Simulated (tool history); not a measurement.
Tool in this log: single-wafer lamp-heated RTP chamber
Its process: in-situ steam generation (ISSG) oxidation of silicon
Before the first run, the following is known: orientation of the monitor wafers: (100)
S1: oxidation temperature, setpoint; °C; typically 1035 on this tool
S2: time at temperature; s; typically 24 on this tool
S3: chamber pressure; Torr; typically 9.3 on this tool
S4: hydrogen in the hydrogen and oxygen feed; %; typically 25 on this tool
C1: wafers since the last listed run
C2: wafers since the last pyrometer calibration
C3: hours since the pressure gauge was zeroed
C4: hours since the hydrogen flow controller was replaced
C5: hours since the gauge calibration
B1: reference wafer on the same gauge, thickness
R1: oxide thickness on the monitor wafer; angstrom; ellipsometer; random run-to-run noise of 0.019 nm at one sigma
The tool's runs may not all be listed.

run 1 hour=0.0 | S1=1035 S2=30 S3=9.3 S4=27 | C1=0 C2=3777 C3=4600.2 C4=3974.8 C5=282.7 | B1=8.241 | R1=87.70
run 2 hour=14.3 | S1=1035 S2=30 S3=9.3 S4=27 | C1=172 C2=3949 C3=4614.5 C4=3989.1 C5=297.0 | B1=8.239 | R1=88.18
run 3 hour=24.6 | S1=1035 S2=24 S3=9.3 S4=25 | C1=124 C2=4074 C3=4624.8 C4=3999.4 C5=307.3 | B1=8.236 | R1=76.92
run 4 hour=36.7 | S1=1035 S2=24 S3=9.3 S4=25 | C1=145 C2=4220 C3=4636.9 C4=4011.5 C5=319.4 | B1=8.240 | R1=77.02
run 5 hour=43.5 | S1=1035 S2=24 S3=9.3 S4=25 | C1=82 C2=4302 C3=4643.7 C4=4018.3 C5=326.2 | B1=8.242 | R1=77.07
run 6 hour=58.7 | S1=1022 S2=29 S3=9.3 S4=25 | C1=183 C2=4485 C3=4658.9 C4=4033.5 C5=341.4 | B1=8.243 | R1=79.35
run 7 hour=74.4 | S1=1035 S2=24 S3=9.3 S4=25 | C1=189 C2=4675 C3=4674.6 C4=4049.2 C5=357.1 | B1=8.238 | R1=76.59
run 8 hour=83.1 | S1=1035 S2=24 S3=9.3 S4=25 | C1=104 C2=4779 C3=4683.3 C4=4057.9 C5=365.8 | B1=8.242 | R1=76.94
run 9 hour=97.3 | S1=1035 S2=24 S3=9.3 S4=25 | C1=171 C2=4951 C3=4697.5 C4=4072.1 C5=380.0 | B1=8.241 | R1=76.49
run 10 hour=122.5 | S1=1035 S2=24 S3=9.3 S4=25 | C1=304 C2=5255 C3=4722.7 C4=4097.3 C5=405.2 | B1=8.240 | R1=76.84
run 11 hour=133.0 | S1=1024 S2=24 S3=9.3 S4=25 | C1=126 C2=5382 C3=4733.2 C4=4107.8 C5=415.7 | B1=8.239 | R1=72.78
run 12 hour=141.6 | S1=1035 S2=24 S3=9.3 S4=20 | C1=103 C2=5485 C3=4741.8 C4=4116.4 C5=424.3 | B1=8.242 | R1=73.26
run 13 hour=150.7 | S1=1035 S2=24 S3=9.3 S4=20 | C1=109 C2=5595 C3=4750.9 C4=4125.5 C5=433.4 | B1=8.241 | R1=72.81
run 14 hour=165.5 | S1=1028 S2=24 S3=8.4 S4=25 | C1=178 C2=5774 C3=4765.7 C4=4140.3 C5=448.2 | B1=8.235 | R1=75.17
-- hour=174.1 pressure gauge zeroed
run 15 hour=180.5 | S1=1035 S2=24 S3=9.3 S4=20 | C1=84 C2=5858 C3=6.4 C4=4155.3 C5=463.2 | B1=8.235 | R1=73.08
run 16 hour=195.3 | S1=1035 S2=24 S3=9.3 S4=25 | C1=178 C2=6037 C3=21.2 C4=4170.1 C5=478.0 | B1=8.241 | R1=77.14
-- hour=204.4 gauge calibrated
run 17 hour=211.5 | S1=1035 S2=24 S3=9.3 S4=25 | C1=195 C2=6232 C3=37.4 C4=4186.3 C5=7.1 | B1=8.236 | R1=76.89
-- hour=224.8 pyrometer window cleaned and pyrometer calibrated
run 18 hour=225.3 | S1=1021 S2=29 S3=8.3 S4=16 | C1=69 C2=5 C3=51.2 C4=4200.1 C5=20.9 | B1=8.240 | R1=72.29
run 19 hour=234.2 | S1=1035 S2=18 S3=9.3 S4=30 | C1=107 C2=113 C3=60.1 C4=4209.0 C5=29.8 | B1=8.241 | R1=69.46
run 20 hour=247.7 | S1=1035 S2=24 S3=9.3 S4=25 | C1=162 C2=276 C3=73.6 C4=4222.5 C5=43.3 | B1=8.240 | R1=76.91
run 21 hour=259.6 | S1=1048 S2=24 S3=9.3 S4=25 | C1=143 C2=419 C3=85.5 C4=4234.4 C5=55.2 | B1=8.242 | R1=82.60
-- hour=272.0 hydrogen flow controller replaced
run 22 hour=273.6 | S1=1035 S2=24 S3=9.3 S4=25 | C1=72 C2=492 C3=99.5 C4=1.6 C5=69.2 | B1=8.241 | R1=76.82
run 23 hour=281.9 | S1=1035 S2=24 S3=9.8 S4=25 | C1=100 C2=592 C3=107.8 C4=9.9 C5=77.5 | B1=8.236 | R1=76.16
run 24 hour=288.2 | S1=1035 S2=17 S3=10.2 S4=29 | C1=76 C2=668 C3=114.1 C4=16.2 C5=83.8 | B1=8.243 | R1=65.81
run 25 hour=301.3 | S1=1035 S2=24 S3=9.3 S4=21 | C1=158 C2=826 C3=127.2 C4=29.3 C5=96.9 | B1=8.234 | R1=73.79
run 26 hour=307.8 | S1=1028 S2=28 S3=9.3 S4=25 | C1=78 C2=904 C3=133.7 C4=35.8 C5=103.4 | B1=8.243 | R1=80.09
run 27 hour=314.4 | S1=1035 S2=16 S3=9.3 S4=18 | C1=79 C2=984 C3=140.3 C4=42.4 C5=110.0 | B1=8.242 | R1=58.30

What will run 28 give?
run 28 hour=323.3 | S1=1035 S2=24 S3=9.3 S4=25 | C1=107 C2=1091 C3=149.2 C4=51.3 C5=118.9 | B1=? | R1=?

B1: 8.238
R1: 77.01 angstrom
On a tool with no hidden condition, and with the same random variation, this run would have come out at R1 77.01 angstrom.

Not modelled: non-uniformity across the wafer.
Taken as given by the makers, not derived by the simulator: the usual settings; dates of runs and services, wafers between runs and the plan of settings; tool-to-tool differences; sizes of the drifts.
